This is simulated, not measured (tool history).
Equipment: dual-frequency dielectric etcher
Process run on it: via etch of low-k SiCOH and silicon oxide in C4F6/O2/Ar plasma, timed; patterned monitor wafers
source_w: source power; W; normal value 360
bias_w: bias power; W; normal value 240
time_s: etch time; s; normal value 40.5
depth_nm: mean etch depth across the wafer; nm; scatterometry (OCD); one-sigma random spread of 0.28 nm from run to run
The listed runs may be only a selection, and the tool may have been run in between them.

run    hour  source_w  bias_w  time_s  wafers since the last listed run  hours since the last wet clean  hours since the last source power generator calibration  hours since the last bias power generator calibration  hours since the last upper electrode change  hours since the gauge calibration  read-back reference wafer on the same gauge, depth_nm  depth_nm
  1     0.0       360     240    40.5                                 0                           420.0                                                   2064.6                                                 3411.7                                       4219.9                              175.3                                                  113.0     119.0
  2    29.1       310     240    40.5                               488                           449.1                                                   2093.7                                                 3440.8                                       4249.0                              204.4                                                  113.0     114.9
  3    72.7       310     240    40.5                               732                           492.7                                                   2137.3                                                 3484.4                                       4292.6                              248.0                                                  113.0     114.9
  4   120.2       400     240    40.5                               797                           540.2                                                   2184.8                                                 3531.9                                       4340.1                              295.5                                                  113.0     122.3
      158.6  -- wet clean of the chamber
  5   159.1       400     240    40.5                               250                             0.5                                                   2223.7                                                 3570.8                                       4379.0                              334.4                                                  113.0     122.6
  6   210.6       360     240    40.5                               865                            52.0                                                   2275.2                                                 3622.3                                       4430.5                              385.9                                                  112.9     119.7
  7   243.2       360     240    40.5                               547                            84.6                                                   2307.8                                                 3654.9                                       4463.1                              418.5                                                  113.0     119.1
  8   289.8       360     240    40.5                               782                           131.2                                                   2354.4                                                 3701.5                                       4509.7                              465.1                                                  113.0     118.9
  9   343.8       360     240    40.5                               906                           185.2                                                   2408.4                                                 3755.5                                       4563.7                              519.1                                                  113.0     119.2
 10   379.0       360     240    40.5                               591                           220.4                                                   2443.6                                                 3790.7                                       4598.9                              554.3                                                  113.1     119.1
 11   426.0       360     240    40.5                               789                           267.4                                                   2490.6                                                 3837.7                                       4645.9                              601.3                                                  113.0     119.1
 12   464.1       360     240    40.5                               639                           305.5                                                   2528.7                                                 3875.8                                       4684.0                              639.4                                                  113.0     119.0
      478.6  -- bias power generator calibrated
 13   504.7       360     240    40.5                               614                           346.1                                                   2569.3                                                   26.1                                       4724.6                              680.0                                                  113.0     118.8
 14   532.1       360     240    40.5                               460                           373.5                                                   2596.7                                                   53.5                                       4752.0                              707.4                                                  113.0     119.3
 15   580.0       290     277    40.5                               804                           421.4                                                   2644.6                                                  101.4                                       4799.9                              755.3                                                  113.0     120.4
      606.1  -- source power generator calibrated
 16   624.7       360     217    34.5                               683                           466.1                                                     18.6                                                  146.1                                       4844.6                              800.0                                                  113.0      97.0
      680.5  -- wet clean of the chamber
 17   688.4       360     290    48.5                               666                             7.9                                                     82.3                                                  209.8                                       4908.3                              863.7                                                  113.0     155.7
 18   846.1       310     265    50.0                              2648                           165.6                                                    240.0                                                  367.5                                       5066.0                             1021.4                                                  113.0     148.7
      873.0  -- gauge calibrated
 19   891.3       410     284    34.0                               759                           210.8                                                    285.2                                                  412.7                                       5111.2                               18.3                                                  113.0     111.9
 20   951.1       360     240    40.5                              1004                           270.6                                                    345.0                                                  472.5                                       5171.0                               78.1                                                  113.0     119.5
 21   978.3       300     216    33.5                               456                           297.8                                                    372.2                                                  499.7                                       5198.2                              105.3                                                  113.1      89.2
     1050.9  -- upper electrode replaced
 22  1051.4       300     187    46.0                               824                           370.9                                                    445.3                                                  572.8                                          0.5                              178.4                                                  113.0     113.7

Estimate the outcome of run 23 from the log above:
 23  1063.5       360     293    51.0                               203                           383.0                                                    457.4                                                  584.9                                         12.6                              190.5                                                      ?         ?

{"run 23": {"read-back reference wafer on the same gauge, depth_nm": 113.0, "depth_nm": 165.7}}
Were there no unlogged condition in the tool, this run, its random variation unchanged, would have produced depth_nm 165.7 nm.
